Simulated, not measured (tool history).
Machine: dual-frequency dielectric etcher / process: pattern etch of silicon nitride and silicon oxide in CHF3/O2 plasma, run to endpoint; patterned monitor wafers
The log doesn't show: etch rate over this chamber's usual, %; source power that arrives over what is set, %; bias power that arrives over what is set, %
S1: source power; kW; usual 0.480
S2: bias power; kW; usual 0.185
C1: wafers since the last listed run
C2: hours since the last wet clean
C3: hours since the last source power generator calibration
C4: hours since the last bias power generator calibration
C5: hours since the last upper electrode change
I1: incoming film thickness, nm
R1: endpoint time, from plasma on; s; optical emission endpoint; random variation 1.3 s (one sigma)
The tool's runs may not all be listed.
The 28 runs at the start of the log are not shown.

run	hour	S1	S2	C1	C2	C3	C4	C5	I1	R1
29	609.8	0.530	0.197	166	208.8	110.2	40.7	72.1	205.3	158.2
30	638.3	0.410	0.230	229	237.3	138.7	69.2	100.6	207.7	162.9
31	651.8	0.480	0.220	108	250.8	152.2	82.7	114.1	205.9	157.1
32	679.1	0.420	0.198	220	278.1	179.5	110.0	141.4	207.0	165.1
33	710.6	0.480	0.209	254	309.6	211.0	141.5	172.9	206.9	159.1
34	740.5	0.580	0.168	241	339.5	240.9	171.4	202.8	204.9	157.8
# hour 785.4: wet clean of the chamber
35	785.9	0.570	0.185	172	0.5	286.3	216.8	248.2	205.8	155.2
36	799.8	0.520	0.230	112	14.4	300.2	230.7	262.1	206.0	151.3

Forecast each of these 3 alternatives for the next run:
A	800.3	0.480	0.185	4	14.9	300.7	231.2	262.6	205.9	?
B	800.3	0.480	0.154	4	14.9	300.7	231.2	262.6	205.9	?
C	800.3	0.400	0.167	4	14.9	300.7	231.2	262.6	205.9	?

run	R1
A	160.9
B	167.6
C	171.4
Without the tool's hidden state the same runs would have given:
run	R1
A	160.9
B	167.6
C	171.4
